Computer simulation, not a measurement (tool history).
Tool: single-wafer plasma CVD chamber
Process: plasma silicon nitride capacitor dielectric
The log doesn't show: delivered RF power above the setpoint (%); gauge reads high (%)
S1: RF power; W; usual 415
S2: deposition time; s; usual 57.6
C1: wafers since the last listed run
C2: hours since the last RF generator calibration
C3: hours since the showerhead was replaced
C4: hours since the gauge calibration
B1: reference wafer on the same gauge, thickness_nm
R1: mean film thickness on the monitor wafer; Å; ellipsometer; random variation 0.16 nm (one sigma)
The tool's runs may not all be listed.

run 1 hour=0 | S1=415 S2=52.9 | C1=0 C2=1959.3 C3=2642.3 C4=277.7 | B1=88.984 | R1=734.55
run 2 hour=16.4 | S1=415 S2=52.9 | C1=167 C2=1975.7 C3=2658.7 C4=294.1 | B1=88.966 | R1=737.21
run 3 hour=50.9 | S1=440 S2=57.6 | C1=352 C2=2010.2 C3=2693.2 C4=328.6 | B1=88.961 | R1=812.95
run 4 hour=78.4 | S1=415 S2=57.6 | C1=280 C2=2037.7 C3=2720.7 C4=356.1 | B1=88.974 | R1=799.97
run 5 hour=102.6 | S1=415 S2=57.6 | C1=247 C2=2061.9 C3=2744.9 C4=380.3 | B1=88.985 | R1=800.59
run 6 hour=120.2 | S1=395 S2=57.6 | C1=179 C2=2079.5 C3=2762.5 C4=397.9 | B1=89.029 | R1=790.66
run 7 hour=155.9 | S1=395 S2=57.6 | C1=364 C2=2115.2 C3=2798.2 C4=433.6 | B1=88.998 | R1=791.91
run 8 hour=175.4 | S1=380 S2=63 | C1=199 C2=2134.7 C3=2817.7 C4=453.1 | B1=89.015 | R1=852.37
run 9 hour=194.4 | S1=380 S2=63 | C1=194 C2=2153.7 C3=2836.7 C4=472.1 | B1=89.042 | R1=854.95
run 10 hour=220.1 | S1=475 S2=57.6 | C1=262 C2=2179.4 C3=2862.4 C4=497.8 | B1=89.014 | R1=832.44
run 11 hour=249.4 | S1=475 S2=57.6 | C1=299 C2=2208.7 C3=2891.7 C4=527.1 | B1=88.999 | R1=825.56
run 12 hour=284.4 | S1=475 S2=57.6 | C1=357 C2=2243.7 C3=2926.7 C4=562.1 | B1=88.986 | R1=828.15
run 13 hour=303.2 | S1=415 S2=64.2 | C1=192 C2=2262.5 C3=2945.5 C4=580.9 | B1=89.029 | R1=890.08
run 14 hour=320.6 | S1=400 S2=57.6 | C1=177 C2=2279.9 C3=2962.9 C4=598.3 | B1=89.019 | R1=790.5
run 15 hour=338 | S1=400 S2=57.6 | C1=177 C2=2297.3 C3=2980.3 C4=615.7 | B1=88.992 | R1=792.91
run 16 hour=365.1 | S1=400 S2=57.6 | C1=276 C2=2324.4 C3=3007.4 C4=642.8 | B1=89.064 | R1=790.48
run 17 hour=384.1 | S1=415 S2=55 | C1=194 C2=2343.4 C3=3026.4 C4=661.8 | B1=89.01 | R1=760.98
run 18 hour=405.5 | S1=415 S2=57.6 | C1=218 C2=2364.8 C3=3047.8 C4=683.2 | B1=88.979 | R1=796.77
run 19 hour=421.2 | S1=415 S2=57.6 | C1=160 C2=2380.5 C3=3063.5 C4=698.9 | B1=89.006 | R1=797.13
run 20 hour=445.9 | S1=415 S2=57.6 | C1=252 C2=2405.2 C3=3088.2 C4=723.6 | B1=88.975 | R1=794.69
run 21 hour=462.5 | S1=415 S2=57.6 | C1=169 C2=2421.8 C3=3104.8 C4=740.2 | B1=89.015 | R1=794.85
-- hour=489.7 RF generator calibrated
run 22 hour=490.2 | S1=385 S2=51.5 | C1=201 C2=0.5 C3=3132.5 C4=767.9 | B1=89.014 | R1=714.38
run 23 hour=510.5 | S1=335 S2=62.5 | C1=207 C2=20.8 C3=3152.8 C4=788.2 | B1=88.976 | R1=831.81
run 24 hour=532 | S1=465 S2=62 | C1=219 C2=42.3 C3=3174.3 C4=809.7 | B1=88.981 | R1=901.88
run 25 hour=544.7 | S1=415 S2=49.4 | C1=129 C2=55 C3=3187 C4=822.4 | B1=89.017 | R1=697.6
-- hour=553.1 gauge calibrated
-- hour=559.3 showerhead replaced
run 26 hour=567.3 | S1=415 S2=57.6 | C1=149 C2=77.6 C3=8 C4=14.2 | B1=89.01 | R1=810.99
run 27 hour=599.3 | S1=360 S2=69 | C1=326 C2=109.6 C3=40 C4=46.2 | B1=88.97 | R1=937.43
run 28 hour=633.9 | S1=415 S2=57.6 | C1=353 C2=144.2 C3=74.6 C4=80.8 | B1=88.984 | R1=810.39
run 29 hour=651.9 | S1=415 S2=52.3 | C1=183 C2=162.2 C3=92.6 C4=98.8 | B1=89.017 | R1=738.34
run 30 hour=671.9 | S1=415 S2=46.5 | C1=204 C2=182.2 C3=112.6 C4=118.8 | B1=88.998 | R1=653.72
run 31 hour=696.2 | S1=390 S2=46.6 | C1=248 C2=206.5 C3=136.9 C4=143.1 | B1=88.995 | R1=646.92
run 32 hour=726 | S1=450 S2=54.1 | C1=304 C2=236.3 C3=166.7 C4=172.9 | B1=88.995 | R1=779.86
run 33 hour=750.3 | S1=350 S2=65.1 | C1=248 C2=260.6 C3=191 C4=197.2 | B1=88.969 | R1=877.35
run 34 hour=770.7 | S1=415 S2=57.6 | C1=208 C2=281 C3=211.4 C4=217.6 | B1=89.022 | R1=812.66
run 35 hour=797.2 | S1=415 S2=57.6 | C1=270 C2=307.5 C3=237.9 C4=244.1 | B1=88.992 | R1=813.6
run 36 hour=821.4 | S1=415 S2=47.6 | C1=247 C2=331.7 C3=262.1 C4=268.3 | B1=89.015 | R1=671.01
run 37 hour=872 | S1=485 S2=66.5 | C1=516 C2=382.3 C3=312.7 C4=318.9 | B1=88.994 | R1=979.01
run 38 hour=888.1 | S1=470 S2=67.4 | C1=164 C2=398.4 C3=328.8 C4=335 | B1=89.003 | R1=984.61
run 39 hour=908 | S1=450 S2=57.6 | C1=203 C2=418.3 C3=348.7 C4=354.9 | B1=88.978 | R1=828.06
run 40 hour=934.2 | S1=415 S2=57.6 | C1=267 C2=444.5 C3=374.9 C4=381.1 | B1=88.977 | R1=812.2
run 41 hour=956.5 | S1=340 S2=65.7 | C1=227 C2=466.8 C3=397.2 C4=403.4 | B1=88.971 | R1=878.85
run 42 hour=985.7 | S1=465 S2=57.6 | C1=298 C2=496 C3=426.4 C4=432.6 | B1=89.008 | R1=836.24
run 43 hour=1015.8 | S1=415 S2=66.1 | C1=307 C2=526.1 C3=456.5 C4=462.7 | B1=89.01 | R1=927.06
run 44 hour=1037.1 | S1=355 S2=57.6 | C1=217 C2=547.4 C3=477.8 C4=484 | B1=88.991 | R1=777.96

Forecast each of these 4 alternatives for the next run:
run A hour=1037.5 | S1=415 S2=57.6 | C1=4 C2=547.8 C3=478.2 C4=484.4 | B1=? | R1=?
run B hour=1037.5 | S1=360 S2=51.5 | C1=4 C2=547.8 C3=478.2 C4=484.4 | B1=? | R1=?
run C hour=1037.5 | S1=455 S2=57.6 | C1=4 C2=547.8 C3=478.2 C4=484.4 | B1=? | R1=?
run D hour=1037.5 | S1=380 S2=48.6 | C1=4 C2=547.8 C3=478.2 C4=484.4 | B1=? | R1=?

run=A B1=88.98 R1=810.65
run=B B1=88.98 R1=697.5
run=C B1=88.98 R1=831.29
run=D B1=88.98 R1=667.86
Without the tool's hidden state the same runs would have given:
run=A R1=811.87
run=B R1=698.54
run=C R1=832.53
run=D R1=668.86
